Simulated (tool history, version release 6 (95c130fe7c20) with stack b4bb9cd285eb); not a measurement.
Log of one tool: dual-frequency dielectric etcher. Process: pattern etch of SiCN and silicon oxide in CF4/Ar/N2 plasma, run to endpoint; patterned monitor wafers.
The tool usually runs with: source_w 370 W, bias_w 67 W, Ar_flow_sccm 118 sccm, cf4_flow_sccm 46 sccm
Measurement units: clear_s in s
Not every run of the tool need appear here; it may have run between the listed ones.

run     day  source_w  bias_w  Ar_flow_sccm  cf4_flow_sccm  wafers since the last listed run  hours since the last wet clean  hours since the last source power generator calibration  hours since the last bias power generator calibration  hours since the last Ar flow controller change  hours since the last CF4 flow controller change  hours since the last upper electrode change  incoming incoming film thickness, nm  clear_s
  1   0.000       370      67           130             46                                 0                           213.1                                                   1740.6                                                 2153.9                                          5992.2                                           2763.4                                       2562.3                                 10.71     15.1
  2   0.367       370      67           118             46                                83                           221.9                                                   1749.4                                                 2162.7                                          6001.0                                           2772.2                                       2571.1                                 10.82     15.1
  3   2.604       370      67           118             46                               507                           275.6                                                   1803.1                                                 2216.4                                          6054.7                                           2825.9                                       2624.8                                 10.65     14.7
  4   2.992       370      67           118             46                                87                           284.9                                                   1812.4                                                 2225.7                                          6064.0                                           2835.2                                       2634.1                                 10.63     14.6
  5   3.692       370      67           118             46                               158                           301.7                                                   1829.2                                                 2242.5                                          6080.8                                           2852.0                                       2650.9                                 10.77     14.9
  6   4.329       370      67           118             46                               144                           317.0                                                   1844.5                                                 2257.8                                          6096.1                                           2867.3                                       2666.2                                 10.68     14.6
      5.629  -- bias power generator calibrated
      5.683  -- upper electrode replaced, of another model than before
      6.588  -- wet clean of the chamber
  7   6.608       350      67           118             46                               262                             0.5                                                   1899.2                                                   23.5                                          6150.8                                           2922.0                                         22.2                                 10.75     16.1
  8   6.621       350      67           118             46                                 2                             0.8                                                   1899.5                                                   23.8                                          6151.1                                           2922.3                                         22.5                                 10.69     15.9
  9   6.638       370      67           118             46                                 3                             1.2                                                   1899.9                                                   24.2                                          6151.5                                           2922.7                                         22.9                                 10.62     15.1
 10   6.650       370      67           118             46                                 2                             1.5                                                   1900.2                                                   24.5                                          6151.8                                           2923.0                                         23.2                                 10.77     15.4
 11   7.029       370      67           131             46                                86                            10.6                                                   1909.3                                                   33.6                                          6160.9                                           2932.1                                         32.3                                 10.73     15.6
 12   7.546       420      67           101             46                               117                            23.0                                                   1921.7                                                   46.0                                          6173.3                                           2944.5                                         44.7                                 10.79     13.7
      8.092  -- source power generator calibrated
 13   8.158       330      83           118             53                               101                            37.7                                                      1.6                                                   60.7                                          6188.0                                           2959.2                                         59.4                                 10.69     14.7
      8.412  -- CF4 flow controller replaced
 14   8.629       430      67           118             38                                50                            49.0                                                     12.9                                                   72.0                                          6199.3                                              5.2                                         70.7                                 10.85     14.5
 15   9.067       370      67           118             46                                99                            59.5                                                     23.4                                                   82.5                                          6209.8                                             15.7                                         81.2                                 10.68     15.1
      9.504  -- Ar flow controller replaced
 16   9.525       370      80           118             46                                47                            70.5                                                     34.4                                                   93.5                                             0.5                                             26.7                                         92.2                                 10.78     14.3
 17  10.171       370      61           118             46                               146                            86.0                                                     49.9                                                  109.0                                            16.0                                             42.2                                        107.7                                 10.66     15.5
 18  10.654       410      67           118             46                               109                            97.6                                                     61.5                                                  120.6                                            27.6                                             53.8                                        119.3                                 10.63     14.0
 19  11.092       370      67           118             46                                99                           108.1                                                     72.0                                                  131.1                                            38.1                                             64.3                                        129.8                                 10.74     15.1
 20  11.458       430      52           118             46                                83                           116.9                                                     80.8                                                  139.9                                            46.9                                             73.1                                        138.6                                 10.60     14.8
 21  11.717       370      67           118             46                                58                           123.1                                                     87.0                                                  146.1                                            53.1                                             79.3                                        144.8                                 10.67     14.9
 22  12.058       370      80           135             35                                77                           131.3                                                     95.2                                                  154.3                                            61.3                                             87.5                                        153.0                                 10.72     15.2
 23  12.575       370      73           118             39                               117                           143.7                                                    107.6                                                  166.7                                            73.7                                             99.9                                        165.4                                 10.65     14.9

5 options for the next run, each taken on its own from the tool as it stands now. Forecast them:
  A  12.592       370      67           118             46                                 3                           144.1                                                    108.0                                                  167.1                                            74.1                                            100.3                                        165.8                                 10.55        ?
  B  12.592       350      56           118             51                                 3                           144.1                                                    108.0                                                  167.1                                            74.1                                            100.3                                        165.8                                 10.55        ?
  C  12.592       370      74           136             37                                 3                           144.1                                                    108.0                                                  167.1                                            74.1                                            100.3                                        165.8                                 10.55        ?
  D  12.592       330      61           118             49                                 3                           144.1                                                    108.0                                                  167.1                                            74.1                                            100.3                                        165.8                                 10.55        ?
  E  12.592       370      67           118             42                                 3                           144.1                                                    108.0                                                  167.1                                            74.1                                            100.3                                        165.8                                 10.55        ?

run  clear_s
  A     14.8
  B     16.0
  C     15.3
  D     16.3
  E     15.1
The same runs, with their run-to-run variation unchanged, on a tool lacking any hidden condition would have given:
run  clear_s
  A     15.1
  B     16.3
  C     15.7
  D     16.6
  E     15.4
